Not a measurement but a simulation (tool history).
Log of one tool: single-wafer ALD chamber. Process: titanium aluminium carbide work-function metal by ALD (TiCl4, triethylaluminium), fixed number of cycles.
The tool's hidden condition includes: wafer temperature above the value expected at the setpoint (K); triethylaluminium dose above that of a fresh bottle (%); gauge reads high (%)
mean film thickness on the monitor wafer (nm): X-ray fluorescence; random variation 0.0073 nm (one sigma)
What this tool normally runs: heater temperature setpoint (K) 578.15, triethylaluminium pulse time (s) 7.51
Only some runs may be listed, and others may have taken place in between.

| run | hour | heater temperature setpoint (K) | triethylaluminium pulse time (s) | wafers since the last listed run | hours since the last thermocouple change | hours since the last triethylaluminium bottle change | hours since the showerhead was replaced | hours since the gauge calibration | read-back reference wafer on the same gauge, thickness_nm | mean film thickness on the monitor wafer (nm) |
|---|---|---|---|---|---|---|---|---|---|---|
| 1 | 0 | 578.15 | 7.51 | 0 | 1372.5 | 575.6 | 6162.7 | 167.7 | 1.629 | 1.952 |
| 2 | 12.7 | 578.15 | 7.51 | 174 | 1385.2 | 588.3 | 6175.4 | 180.4 | 1.631 | 1.941 |
| 3 | 28.3 | 587.15 | 8.18 | 214 | 1400.8 | 603.9 | 6191 | 196 | 1.631 | 2.078 |
| 4 | 37.2 | 587.15 | 8.18 | 122 | 1409.7 | 612.8 | 6199.9 | 204.9 | 1.631 | 2.065 |
| 5 | 44.2 | 578.15 | 7.51 | 96 | 1416.7 | 619.8 | 6206.9 | 211.9 | 1.63 | 1.937 |
| 6 | 52.3 | 578.15 | 7.51 | 111 | 1424.8 | 627.9 | 6215 | 220 | 1.63 | 1.95 |
| 7 | 67.7 | 568.15 | 7.51 | 212 | 1440.2 | 643.3 | 6230.4 | 235.4 | 1.63 | 1.849 |
| 8 | 79.5 | 568.15 | 7.51 | 162 | 1452 | 655.1 | 6242.2 | 247.2 | 1.629 | 1.842 |
| 9 | 92.1 | 578.15 | 7.51 | 173 | 1464.6 | 667.7 | 6254.8 | 259.8 | 1.631 | 1.947 |
|  | 113 | thermocouple changed; heater temperature recalibrated |
| 10 | 118.3 | 583.15 | 7.51 | 250 | 5.3 | 693.9 | 6281 | 286 | 1.631 | 1.994 |
|  | 120.1 | gauge calibrated |
| 11 | 125 | 574.15 | 9.1 | 92 | 12 | 700.6 | 6287.7 | 4.9 | 1.63 | 1.99 |
| 12 | 138.6 | 584.15 | 7.51 | 187 | 25.6 | 714.2 | 6301.3 | 18.5 | 1.631 | 2.004 |
| 13 | 156.1 | 584.15 | 7.51 | 241 | 43.1 | 731.7 | 6318.8 | 36 | 1.632 | 1.994 |
| 14 | 168.1 | 569.15 | 7.51 | 165 | 55.1 | 743.7 | 6330.8 | 48 | 1.627 | 1.868 |
|  | 182.7 | showerhead replaced |
|  | 188.5 | triethylaluminium bottle replaced |
| 15 | 189 | 583.15 | 9.09 | 98 | 76 | 0.5 | 6.3 | 68.9 | 1.63 | 2.083 |
| 16 | 190.1 | 568.15 | 7.51 | 15 | 77.1 | 1.6 | 7.4 | 70 | 1.628 | 1.845 |
| 17 | 197.7 | 578.15 | 7.51 | 104 | 84.7 | 9.2 | 15 | 77.6 | 1.628 | 1.947 |
| 18 | 214.6 | 574.15 | 7.51 | 232 | 101.6 | 26.1 | 31.9 | 94.5 | 1.632 | 1.9 |
| 19 | 223.1 | 578.15 | 7.51 | 117 | 110.1 | 34.6 | 40.4 | 103 | 1.631 | 1.954 |
| 20 | 234 | 571.15 | 8.74 | 150 | 121 | 45.5 | 51.3 | 113.9 | 1.629 | 1.959 |
| 21 | 249.1 | 578.15 | 7.51 | 208 | 136.1 | 60.6 | 66.4 | 129 | 1.629 | 1.951 |
| 22 | 258.3 | 578.15 | 7.51 | 126 | 145.3 | 69.8 | 75.6 | 138.2 | 1.63 | 1.931 |
| 23 | 275 | 584.15 | 4.62 | 230 | 162 | 86.5 | 92.3 | 154.9 | 1.63 | 1.389 |
| 24 | 288.9 | 568.15 | 7.51 | 191 | 175.9 | 100.4 | 106.2 | 168.8 | 1.63 | 1.848 |
| 25 | 306.1 | 592.15 | 8.32 | 237 | 193.1 | 117.6 | 123.4 | 186 | 1.628 | 2.145 |
| 26 | 317.4 | 571.15 | 10.51 | 155 | 204.4 | 128.9 | 134.7 | 197.3 | 1.63 | 2 |
| 27 | 328 | 567.15 | 9.77 | 146 | 215 | 139.5 | 145.3 | 207.9 | 1.631 | 1.94 |
| 28 | 335 | 578.15 | 5.52 | 96 | 222 | 146.5 | 152.3 | 214.9 | 1.63 | 1.64 |
| 29 | 347.2 | 567.15 | 8.68 | 168 | 234.2 | 158.7 | 164.5 | 227.1 | 1.629 | 1.912 |

Here are 4 independent what-if runs from the current tool condition. What would each one return?
| A | 347.6 | 578.15 | 7.51 | 5 | 234.6 | 159.1 | 164.9 | 227.5 | ? | ? |
| B | 347.6 | 578.15 | 5.31 | 5 | 234.6 | 159.1 | 164.9 | 227.5 | ? | ? |
| C | 347.6 | 570.15 | 5.68 | 5 | 234.6 | 159.1 | 164.9 | 227.5 | ? | ? |
| D | 347.6 | 578.15 | 9.68 | 5 | 234.6 | 159.1 | 164.9 | 227.5 | ? | ? |

| run | read-back reference wafer on the same gauge, thickness_nm | mean film thickness on the monitor wafer (nm) |
|---|---|---|
| A | 1.631 | 1.96 |
| B | 1.631 | 1.595 |
| C | 1.631 | 1.625 |
| D | 1.631 | 2.07 |
What these runs would have given with no unlogged condition in the tool:
| run | mean film thickness on the monitor wafer (nm) |
|---|---|
| A | 1.96 |
| B | 1.595 |
| C | 1.625 |
| D | 2.07 |

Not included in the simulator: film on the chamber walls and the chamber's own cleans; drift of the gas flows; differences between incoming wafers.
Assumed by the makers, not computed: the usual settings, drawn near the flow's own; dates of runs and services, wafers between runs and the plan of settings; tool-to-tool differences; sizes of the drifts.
